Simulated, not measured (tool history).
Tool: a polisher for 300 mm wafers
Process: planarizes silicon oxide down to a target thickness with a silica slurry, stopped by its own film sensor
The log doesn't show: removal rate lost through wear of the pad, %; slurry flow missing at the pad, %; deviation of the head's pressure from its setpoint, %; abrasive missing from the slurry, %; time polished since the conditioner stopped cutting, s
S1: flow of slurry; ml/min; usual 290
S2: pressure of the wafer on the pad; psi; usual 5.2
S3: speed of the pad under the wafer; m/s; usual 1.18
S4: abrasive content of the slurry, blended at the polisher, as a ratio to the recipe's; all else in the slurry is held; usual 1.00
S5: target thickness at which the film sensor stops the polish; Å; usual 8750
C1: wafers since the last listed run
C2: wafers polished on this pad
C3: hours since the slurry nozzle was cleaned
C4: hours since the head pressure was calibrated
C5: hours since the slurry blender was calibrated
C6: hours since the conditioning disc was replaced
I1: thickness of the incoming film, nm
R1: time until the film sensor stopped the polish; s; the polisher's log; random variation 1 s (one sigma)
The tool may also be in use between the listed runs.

{"run": 1, "hour": 0.0, "S1": 290, "S2": 5.2, "S3": 1.18, "S4": 1.0, "S5": 8750, "C1": 0, "C2": 2622, "C3": 339.7, "C4": 641.8, "C5": 84.7, "C6": 444.0, "I1": 1266.8, "R1": 114.7}
{"hour": 47.9, "done": "conditioning disc replaced and pad reconditioned"}
{"run": 2, "hour": 106.9, "S1": 290, "S2": 5.2, "S3": 1.18, "S4": 1.0, "S5": 8750, "C1": 1246, "C2": 3868, "C3": 446.6, "C4": 748.7, "C5": 191.6, "C6": 59.0, "I1": 1260.7, "R1": 115.2}
{"hour": 117.3, "done": "worn pad replaced by a new one"}
{"run": 3, "hour": 191.0, "S1": 290, "S2": 5.2, "S3": 1.18, "S4": 1.0, "S5": 8750, "C1": 951, "C2": 875, "C3": 530.7, "C4": 832.8, "C5": 275.7, "C6": 143.1, "I1": 1250.6, "R1": 112.5}
{"hour": 263.4, "done": "slurry blender recalibrated"}
{"run": 4, "hour": 274.9, "S1": 290, "S2": 5.2, "S3": 1.18, "S4": 1.0, "S5": 8750, "C1": 972, "C2": 1848, "C3": 614.6, "C4": 916.7, "C5": 11.5, "C6": 227.0, "I1": 1262.5, "R1": 109.0}
{"hour": 311.3, "done": "slurry nozzle cleaned"}
{"run": 5, "hour": 376.5, "S1": 290, "S2": 5.2, "S3": 1.18, "S4": 1.0, "S5": 8750, "C1": 1195, "C2": 3043, "C3": 65.2, "C4": 1018.3, "C5": 113.1, "C6": 328.6, "I1": 1244.5, "R1": 108.6}
{"hour": 387.4, "done": "head pressure recalibrated"}
{"run": 6, "hour": 418.2, "S1": 290, "S2": 5.2, "S3": 1.18, "S4": 1.0, "S5": 8750, "C1": 471, "C2": 3515, "C3": 106.9, "C4": 30.8, "C5": 154.8, "C6": 370.3, "I1": 1272.3, "R1": 116.3}
{"hour": 428.9, "done": "worn pad replaced by a new one"}
{"run": 7, "hour": 474.6, "S1": 290, "S2": 5.2, "S3": 1.18, "S4": 1.0, "S5": 8750, "C1": 622, "C2": 542, "C3": 163.3, "C4": 87.2, "C5": 211.2, "C6": 426.7, "I1": 1280.2, "R1": 120.9}
{"hour": 603.4, "done": "slurry blender recalibrated"}
{"hour": 682.2, "done": "conditioning disc replaced and pad reconditioned"}
{"hour": 745.8, "done": "worn pad replaced by a new one"}
{"run": 8, "hour": 774.7, "S1": 290, "S2": 5.2, "S3": 1.18, "S4": 1.0, "S5": 8750, "C1": 3469, "C2": 343, "C3": 463.4, "C4": 387.3, "C5": 171.3, "C6": 92.5, "I1": 1280.1, "R1": 120.2}
{"hour": 836.6, "done": "slurry nozzle cleaned"}
{"run": 9, "hour": 868.6, "S1": 290, "S2": 5.2, "S3": 1.04, "S4": 1.0, "S5": 8750, "C1": 1103, "C2": 1446, "C3": 32.0, "C4": 481.2, "C5": 265.2, "C6": 186.4, "I1": 1252.4, "R1": 126.3}
{"run": 10, "hour": 908.4, "S1": 315, "S2": 5.2, "S3": 1.18, "S4": 1.0, "S5": 8750, "C1": 472, "C2": 1919, "C3": 71.8, "C4": 521.0, "C5": 305.0, "C6": 226.2, "I1": 1244.6, "R1": 111.0}
{"hour": 941.0, "done": "slurry blender recalibrated"}
{"run": 11, "hour": 994.1, "S1": 290, "S2": 5.2, "S3": 1.02, "S4": 1.0, "S5": 8750, "C1": 994, "C2": 2913, "C3": 157.5, "C4": 606.7, "C5": 53.1, "C6": 311.9, "I1": 1248.7, "R1": 122.6}
{"hour": 1058.8, "done": "worn pad replaced by a new one"}
{"run": 12, "hour": 1091.8, "S1": 290, "S2": 6.6, "S3": 1.18, "S4": 1.0, "S5": 8750, "C1": 1113, "C2": 392, "C3": 255.2, "C4": 704.4, "C5": 150.8, "C6": 409.6, "I1": 1250.9, "R1": 86.9}
{"run": 13, "hour": 1157.4, "S1": 290, "S2": 5.2, "S3": 1.18, "S4": 1.1, "S5": 9250, "C1": 779, "C2": 1171, "C3": 320.8, "C4": 770.0, "C5": 216.4, "C6": 475.2, "I1": 1254.9, "R1": 94.5}
{"run": 14, "hour": 1260.6, "S1": 290, "S2": 5.2, "S3": 0.8, "S4": 0.9, "S5": 7850, "C1": 1225, "C2": 2397, "C3": 424.0, "C4": 873.2, "C5": 319.6, "C6": 578.4, "I1": 1236.1, "R1": 199.7}
{"hour": 1273.5, "done": "slurry blender recalibrated"}
{"hour": 1282.2, "done": "head pressure recalibrated"}
{"hour": 1289.0, "done": "conditioning disc replaced and pad reconditioned"}
{"run": 15, "hour": 1343.5, "S1": 290, "S2": 5.2, "S3": 1.18, "S4": 1.0, "S5": 8750, "C1": 913, "C2": 3311, "C3": 506.9, "C4": 61.3, "C5": 70.0, "C6": 54.5, "I1": 1265.1, "R1": 113.6}
{"hour": 1355.7, "done": "worn pad replaced by a new one"}
{"run": 16, "hour": 1445.9, "S1": 290, "S2": 5.2, "S3": 1.18, "S4": 1.0, "S5": 8750, "C1": 1168, "C2": 1071, "C3": 609.3, "C4": 163.7, "C5": 172.4, "C6": 156.9, "I1": 1263.8, "R1": 117.6}
{"hour": 1511.5, "done": "slurry nozzle cleaned"}
{"hour": 1581.4, "done": "slurry blender recalibrated"}
{"run": 17, "hour": 1588.5, "S1": 290, "S2": 5.2, "S3": 1.18, "S4": 1.0, "S5": 8750, "C1": 1658, "C2": 2730, "C3": 77.0, "C4": 306.3, "C5": 7.1, "C6": 299.5, "I1": 1237.9, "R1": 104.3}
{"hour": 1690.6, "done": "worn pad replaced by a new one"}
{"run": 18, "hour": 1692.1, "S1": 385, "S2": 5.2, "S3": 1.38, "S4": 1.0, "S5": 8750, "C1": 1183, "C2": 18, "C3": 180.6, "C4": 409.9, "C5": 110.7, "C6": 403.1, "I1": 1269.8, "R1": 97.2}

3 ways to go on from here, each from the tool as it stands after run 18. What would each give?
{"run": "A", "hour": 1692.5, "S1": 290, "S2": 5.2, "S3": 1.18, "S4": 1.0, "S5": 8750, "C1": 4, "C2": 22, "C3": 181.0, "C4": 410.3, "C5": 111.1, "C6": 403.5, "I1": 1243.9, "R1": "?"}
{"run": "B", "hour": 1692.5, "S1": 290, "S2": 5.9, "S3": 1.18, "S4": 1.25, "S5": 8170, "C1": 4, "C2": 22, "C3": 181.0, "C4": 410.3, "C5": 111.1, "C6": 403.5, "I1": 1243.9, "R1": "?"}
{"run": "C", "hour": 1692.5, "S1": 255, "S2": 6.1, "S3": 1.18, "S4": 0.7, "S5": 8750, "C1": 4, "C2": 22, "C3": 181.0, "C4": 410.3, "C5": 111.1, "C6": 403.5, "I1": 1243.9, "R1": "?"}

run=A R1=107.0
run=B R1=100.3
run=C R1=109.8
Without the tool's hidden state the same runs would have given:
run=A R1=103.9
run=B R1=97.7
run=C R1=106.0
